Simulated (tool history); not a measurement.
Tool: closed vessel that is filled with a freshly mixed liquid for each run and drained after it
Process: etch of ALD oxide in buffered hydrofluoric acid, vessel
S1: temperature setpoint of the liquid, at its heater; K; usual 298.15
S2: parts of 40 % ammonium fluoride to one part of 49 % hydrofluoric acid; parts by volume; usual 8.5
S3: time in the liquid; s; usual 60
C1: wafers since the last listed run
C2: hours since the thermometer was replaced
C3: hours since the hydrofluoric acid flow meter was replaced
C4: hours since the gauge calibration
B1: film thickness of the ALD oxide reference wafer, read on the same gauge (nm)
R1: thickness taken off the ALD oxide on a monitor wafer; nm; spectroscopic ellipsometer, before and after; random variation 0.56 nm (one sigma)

Run 1, day 0: usual settings; C1 0; C2 2479.6; C3 2405.6; C4 91.9; B1 139.98. Result: R1 312.36 nm.
Run 2, day 0.392: usual settings; C1 1274; C2 2489; C3 2415; C4 101.3; B1 139.97. Result: R1 312.05 nm.
Run 3, day 0.754: usual settings; C1 1179; C2 2497.7; C3 2423.7; C4 110; B1 139.99. Result: R1 312.17 nm.
Run 4, day 1.392: usual settings; C1 2075; C2 2513; C3 2439; C4 125.3; B1 139.97. Result: R1 313.35 nm.
Run 5, day 1.917: usual settings but S1 301.15 K; C1 1708; C2 2525.6; C3 2451.6; C4 137.9; B1 140.01. Result: R1 367.59 nm.
Run 6, day 2.658: usual settings but S2 7 parts by volume; C1 2414; C2 2543.4; C3 2469.4; C4 155.7; B1 140. Result: R1 377.37 nm.
Run 7, day 3.129: usual settings but S2 7 parts by volume; C1 1532; C2 2554.7; C3 2480.7; C4 167; B1 140.01. Result: R1 378.17 nm.
At day 3.762: gauge calibrated.
Run 8, day 3.8: usual settings; C1 2183; C2 2570.8; C3 2496.8; C4 0.9; B1 139.96. Result: R1 312.96 nm.

Estimate the outcome of run 9 from the log above:
At day 3.988: thermometer replaced.
At day 4.388: hydrofluoric acid flow meter replaced.
Run 9, day 4.517: usual settings but S2 7.5 parts by volume, S3 50 s; C1 2061; C2 12.7; C3 3.1; C4 18.1; B1 ?. Result: R1 ?.

B1: 140.02
R1: 309.87 nm
With the hidden condition absent and the run-to-run variation left alone, this run would have shown R1 269.55 nm.

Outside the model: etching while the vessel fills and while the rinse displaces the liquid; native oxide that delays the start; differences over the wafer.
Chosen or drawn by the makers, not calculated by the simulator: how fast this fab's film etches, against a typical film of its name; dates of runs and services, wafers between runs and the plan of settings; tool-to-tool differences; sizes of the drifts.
